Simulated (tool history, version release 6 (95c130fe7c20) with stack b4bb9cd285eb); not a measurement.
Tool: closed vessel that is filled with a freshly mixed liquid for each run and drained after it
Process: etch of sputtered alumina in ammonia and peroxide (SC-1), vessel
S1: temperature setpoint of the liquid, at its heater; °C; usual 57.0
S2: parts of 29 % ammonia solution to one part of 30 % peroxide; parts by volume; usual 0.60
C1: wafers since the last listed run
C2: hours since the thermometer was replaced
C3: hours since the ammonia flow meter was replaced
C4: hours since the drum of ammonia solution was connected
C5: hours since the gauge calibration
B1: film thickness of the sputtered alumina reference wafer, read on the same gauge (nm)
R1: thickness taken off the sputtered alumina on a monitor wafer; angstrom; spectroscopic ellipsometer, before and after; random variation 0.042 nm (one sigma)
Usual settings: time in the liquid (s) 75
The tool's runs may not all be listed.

{"run": 1, "hour": 0.0, "S1": 57.0, "S2": 0.6, "time in the liquid (s)": 45, "C1": 0, "C2": 456.2, "C3": 1261.4, "C4": 216.8, "C5": 764.8, "B1": 50.011, "R1": 29.99}
{"run": 2, "hour": 54.7, "S1": 57.0, "S2": 0.6, "time in the liquid (s)": 45, "C1": 3502, "C2": 510.9, "C3": 1316.1, "C4": 271.5, "C5": 819.5, "B1": 49.979, "R1": 30.08}
{"run": 3, "hour": 91.4, "S1": 57.0, "S2": 0.6, "time in the liquid (s)": 105, "C1": 2349, "C2": 547.6, "C3": 1352.8, "C4": 308.2, "C5": 856.2, "B1": 50.003, "R1": 70.36}
{"run": 4, "hour": 123.0, "S1": 57.0, "S2": 0.6, "time in the liquid (s)": 105, "C1": 2023, "C2": 579.2, "C3": 1384.4, "C4": 339.8, "C5": 887.8, "B1": 50.005, "R1": 70.39}
{"run": 5, "hour": 152.4, "S1": 57.0, "S2": 0.6, "time in the liquid (s)": 75, "C1": 1882, "C2": 608.6, "C3": 1413.8, "C4": 369.2, "C5": 917.2, "B1": 50.002, "R1": 50.41}
{"run": 6, "hour": 205.4, "S1": 57.0, "S2": 0.6, "time in the liquid (s)": 75, "C1": 3393, "C2": 661.6, "C3": 1466.8, "C4": 422.2, "C5": 970.2, "B1": 49.978, "R1": 50.38}
{"run": 7, "hour": 256.3, "S1": 57.0, "S2": 0.6, "time in the liquid (s)": 75, "C1": 3258, "C2": 712.5, "C3": 1517.7, "C4": 473.1, "C5": 1021.1, "B1": 49.987, "R1": 50.83}
{"run": 8, "hour": 302.7, "S1": 57.0, "S2": 0.6, "time in the liquid (s)": 75, "C1": 2970, "C2": 758.9, "C3": 1564.1, "C4": 519.5, "C5": 1067.5, "B1": 49.966, "R1": 50.83}
{"run": 9, "hour": 351.1, "S1": 57.0, "S2": 0.6, "time in the liquid (s)": 75, "C1": 3098, "C2": 807.3, "C3": 1612.5, "C4": 567.9, "C5": 1115.9, "B1": 50.021, "R1": 50.63}
{"run": 10, "hour": 524.0, "S1": 49.5, "S2": 0.6, "time in the liquid (s)": 75, "C1": 11070, "C2": 980.2, "C3": 1785.4, "C4": 740.8, "C5": 1288.8, "B1": 50.016, "R1": 34.55}
{"hour": 544.4, "done": "gauge calibrated"}
{"run": 11, "hour": 591.3, "S1": 57.0, "S2": 0.7, "time in the liquid (s)": 95, "C1": 4308, "C2": 1047.5, "C3": 1852.7, "C4": 808.1, "C5": 46.9, "B1": 49.984, "R1": 66.37}
{"run": 12, "hour": 619.8, "S1": 65.0, "S2": 0.5, "time in the liquid (s)": 115, "C1": 1824, "C2": 1076.0, "C3": 1881.2, "C4": 836.6, "C5": 75.4, "B1": 49.998, "R1": 117.3}
{"run": 13, "hour": 661.2, "S1": 57.0, "S2": 0.6, "time in the liquid (s)": 75, "C1": 2650, "C2": 1117.4, "C3": 1922.6, "C4": 878.0, "C5": 116.8, "B1": 50.051, "R1": 52.19}
{"hour": 686.4, "done": "new drum of ammonia solution connected"}
{"hour": 725.6, "done": "ammonia flow meter replaced"}
{"run": 14, "hour": 787.3, "S1": 49.0, "S2": 0.4, "time in the liquid (s)": 90, "C1": 7945, "C2": 1243.5, "C3": 61.7, "C4": 100.9, "C5": 242.9, "B1": 49.986, "R1": 39.78}
{"hour": 827.7, "done": "thermometer replaced"}
{"run": 15, "hour": 833.6, "S1": 66.0, "S2": 0.6, "time in the liquid (s)": 110, "C1": 2900, "C2": 5.9, "C3": 108.0, "C4": 147.2, "C5": 289.2, "B1": 50.019, "R1": 112.78}
{"run": 16, "hour": 865.8, "S1": 57.0, "S2": 0.6, "time in the liquid (s)": 60, "C1": 2061, "C2": 38.1, "C3": 140.2, "C4": 179.4, "C5": 321.4, "B1": 49.984, "R1": 38.79}
{"run": 17, "hour": 956.0, "S1": 65.5, "S2": 0.35, "time in the liquid (s)": 40, "C1": 5775, "C2": 128.3, "C3": 230.4, "C4": 269.6, "C5": 411.6, "B1": 49.962, "R1": 37.48}
{"run": 18, "hour": 1014.9, "S1": 47.0, "S2": 0.9, "time in the liquid (s)": 75, "C1": 3771, "C2": 187.2, "C3": 289.3, "C4": 328.5, "C5": 470.5, "B1": 49.974, "R1": 29.97}
{"run": 19, "hour": 1040.1, "S1": 57.0, "S2": 0.8, "time in the liquid (s)": 75, "C1": 1613, "C2": 212.4, "C3": 314.5, "C4": 353.7, "C5": 495.7, "B1": 49.978, "R1": 50.87}
{"run": 20, "hour": 1102.1, "S1": 57.0, "S2": 0.6, "time in the liquid (s)": 45, "C1": 3969, "C2": 274.4, "C3": 376.5, "C4": 415.7, "C5": 557.7, "B1": 49.992, "R1": 29.44}
{"run": 21, "hour": 1160.1, "S1": 63.5, "S2": 0.75, "time in the liquid (s)": 75, "C1": 3713, "C2": 332.4, "C3": 434.5, "C4": 473.7, "C5": 615.7, "B1": 50.023, "R1": 70.59}
{"run": 22, "hour": 1198.9, "S1": 61.5, "S2": 0.35, "time in the liquid (s)": 60, "C1": 2484, "C2": 371.2, "C3": 473.3, "C4": 512.5, "C5": 654.5, "B1": 49.967, "R1": 47.52}

Hidden state at the last listed run before each entry between runs and at the first one after, where it differs:
Between runs 10 and 11: gauge calibrated (hour 544.4)
  liquid hotter than its thermometer reads (K): 1.22 -> 1.3
  measured less the result without the state, R1: +2.24 -> +4.35 angstrom
Between runs 13 and 14: new drum of ammonia solution connected (hour 686.4); ammonia flow meter replaced (hour 725.6)
  liquid hotter than its thermometer reads (K): 1.38 -> 1.53
  measured less the result without the state, R1: +3.62 -> +3.21 angstrom
Between runs 14 and 15: thermometer replaced (hour 827.7)
  liquid hotter than its thermometer reads (K): 1.53 -> 0.13
  measured less the result without the state, R1: +3.21 -> +0.72 angstrom
